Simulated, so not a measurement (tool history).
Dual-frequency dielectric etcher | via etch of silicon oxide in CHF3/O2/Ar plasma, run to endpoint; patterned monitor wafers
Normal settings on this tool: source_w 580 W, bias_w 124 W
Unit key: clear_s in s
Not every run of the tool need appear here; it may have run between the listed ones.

run   hour  source_w  bias_w  incoming incoming film thickness, nm  clear_s
  1      0       500     124                                 569.3    317.7
  2     17       500     124                                   565    315.5
  3   57.4       680     124                                   570    286.9
      86.8  -- wet clean of the chamber
  4   87.3       580     124                                 562.3    285.5
  5   87.7       580     124                                 563.8    283.6
  6   94.5       580     124                                 571.7    289.7
  7  111.6       580     142                                 562.9    267.8
       123  -- bias power generator calibrated
  8  128.1       580     142                                 568.1    271.7
     161.4  -- upper electrode replaced
  9  161.9       580     142                                 568.1    271.8
 10  162.3       490     124                                 567.1    308.7
 11  162.7       530     133                                 564.5    287.8
 12  169.5       450      94                                 566.9    361.1
       183  -- source power generator calibrated
 13  183.5       700     147                                 565.2    249.7
 14    190       580     124                                 568.8    290.4
 15  201.6       580     142                                 565.7    271.6
 16  210.5       490     137                                 568.6    294.3
 17  218.8       480     147                                 561.8    282.1
 18  230.4       470     104                                 566.1    341.1
 19  237.6       580     124                                 562.5    287.9
 20  254.6       660     111                                 566.1    293.8

Consider 5 possible next runs. They are alternatives, not a sequence: every one starts from the tool as it was left by run 20. What does each give?
  A  255.1       580     124                                 568.2        ?
  B  255.1       660     154                                 568.2        ?
  C  255.1       580     111                                 568.2        ?
  D  255.1       580     140                                 568.2        ?
  E  255.1       580     149                                 568.2        ?

run  clear_s
  A    291.8
  B    252.2
  C    307.3
  D      276
  E    268.3
The same runs, with their run-to-run variation unchanged, on a tool lacking any hidden condition would have given:
run  clear_s
  A    288.3
  B    249.2
  C    303.6
  D    272.6
  E      265
